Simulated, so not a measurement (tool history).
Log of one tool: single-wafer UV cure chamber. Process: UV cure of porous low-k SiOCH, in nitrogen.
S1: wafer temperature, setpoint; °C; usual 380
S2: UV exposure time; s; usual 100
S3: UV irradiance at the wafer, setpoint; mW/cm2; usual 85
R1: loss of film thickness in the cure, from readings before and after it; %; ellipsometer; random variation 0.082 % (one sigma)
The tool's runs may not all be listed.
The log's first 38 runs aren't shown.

run 39 hour=535.8 | S1=380 S2=100 S3=85 | R1=7.378
run 40 hour=542.6 | S1=394 S2=150 S3=114 | R1=10.727
run 41 hour=556.2 | S1=380 S2=150 S3=120 | R1=10.524
run 42 hour=562.7 | S1=373 S2=100 S3=85 | R1=7.315
run 43 hour=573.1 | S1=380 S2=100 S3=85 | R1=7.434
run 44 hour=585.4 | S1=386 S2=100 S3=85 | R1=7.643
-- hour=605.6 quartz window cleaned
run 45 hour=606.1 | S1=390 S2=100 S3=85 | R1=8.125
run 46 hour=612.5 | S1=380 S2=100 S3=62 | R1=6.664
run 47 hour=628.3 | S1=374 S2=120 S3=49 | R1=6.22
run 48 hour=661.3 | S1=380 S2=100 S3=85 | R1=7.603

4 ways to go on from here, each from the tool as it stands after run 48. What would each give?
run A hour=661.8 | S1=380 S2=45 S3=85 | R1=?
run B hour=661.8 | S1=367 S2=130 S3=85 | R1=?
run C hour=661.8 | S1=396 S2=100 S3=122 | R1=?
run D hour=661.8 | S1=380 S2=120 S3=85 | R1=?

run=A R1=4.564
run=B R1=8.335
run=C R1=9.216
run=D R1=8.231
Without the tool's hidden state the same runs would have given:
run=A R1=4.767
run=B R1=8.582
run=C R1=9.467
run=D R1=8.477
